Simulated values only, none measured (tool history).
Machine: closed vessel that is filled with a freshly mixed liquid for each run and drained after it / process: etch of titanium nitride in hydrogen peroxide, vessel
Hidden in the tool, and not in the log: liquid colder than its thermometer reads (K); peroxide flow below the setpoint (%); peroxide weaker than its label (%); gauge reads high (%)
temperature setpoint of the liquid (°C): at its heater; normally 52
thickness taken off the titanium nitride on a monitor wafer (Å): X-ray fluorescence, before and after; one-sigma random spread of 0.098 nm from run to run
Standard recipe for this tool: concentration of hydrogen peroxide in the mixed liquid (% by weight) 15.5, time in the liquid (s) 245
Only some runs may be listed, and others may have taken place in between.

run	hour	temperature setpoint of the liquid (°C)	concentration of hydrogen peroxide in the mixed liquid (% by weight)	time in the liquid (s)	wafers since the last listed run	hours since the thermometer was replaced	hours since the peroxide flow meter was replaced	hours since the drum of peroxide was connected	hours since the gauge calibration	read-back film thickness of the titanium nitride reference wafer, read on the same gauge (nm)	thickness taken off the titanium nitride on a monitor wafer (Å)
1	0	46.5	15.5	290	0	1840.6	104.6	355.1	3154.2	86.09	154.3
2	47.5	46.5	15.5	290	4839	1888.1	152.1	402.6	3201.7	86.05	154.1
3	227.9	52	15.5	245	18380	2068.5	332.5	583	3382.1	85.84	194.6
4	282.2	52	15.5	330	5532	2122.8	386.8	637.3	3436.4	85.78	262.4
5	345.2	52	15.5	245	6419	2185.8	449.8	700.3	3499.4	85.71	192.3
6	428.9	52	14	245	8528	2269.5	533.5	784	3583.1	85.62	189.5
7	468.6	58	15.5	245	4045	2309.2	573.2	823.7	3622.8	85.58	294.9
8	511.2	57	17.5	135	4340	2351.8	615.8	866.3	3665.4	85.53	155.4
9	591.1	52	15.5	375	8141	2431.7	695.7	946.2	3745.3	85.44	294.3
10	653.6	58.5	15.5	140	6368	2494.2	758.2	1008.7	3807.8	85.38	172.3
# hour 670.1: gauge calibrated
11	745.7	61.5	12	245	9384	2586.3	850.3	1100.8	75.6	89.85	371.7
12	826.2	52	15.5	245	8202	2666.8	930.8	1181.3	156.1	89.77	203.7
# hour 847.2: new drum of peroxide connected
# hour 857: thermometer replaced
13	864.5	60.5	15.5	325	3698	7.5	969.1	17.3	194.4	89.73	485.7
14	905.9	52	15.5	245	4218	48.9	1010.5	58.7	235.8	89.68	203.4
# hour 1001.9: peroxide flow meter replaced
15	1008.4	60.5	19	185	10341	151.4	6.5	161.2	338.3	89.59	291.1
16	1052.7	49	15.5	300	4513	195.7	50.8	205.5	382.6	89.5	198.3
17	1105.7	43.5	18	245	5400	248.7	103.8	258.5	435.6	89.46	112.3
18	1164.9	43.5	19	370	6031	307.9	163	317.7	494.8	89.39	171.3
19	1227.2	52	15.5	355	6347	370.2	225.3	380	557.1	89.33	294.4
20	1268.1	52	12	245	4167	411.1	266.2	420.9	598	89.28	190.4
21	1340.6	52	15.5	245	7387	483.6	338.7	493.4	670.5	89.2	201.3
22	1441.8	52	15.5	310	10311	584.8	439.9	594.6	771.7	89.09	254.5
23	1537.9	46	15.5	285	9791	680.9	536	690.7	867.8	88.96	150.3

Expected results for the next run?
24	1605	55	13.5	335	6836	748	603.1	757.8	934.9	?	?

read-back film thickness of the titanium nitride reference wafer, read on the same gauge (nm): 88.9
thickness taken off the titanium nitride on a monitor wafer (Å): 329.4
On a tool with no hidden condition, and with the same random variation, this run would have come out at thickness taken off the titanium nitride on a monitor wafer (Å) 333.5.
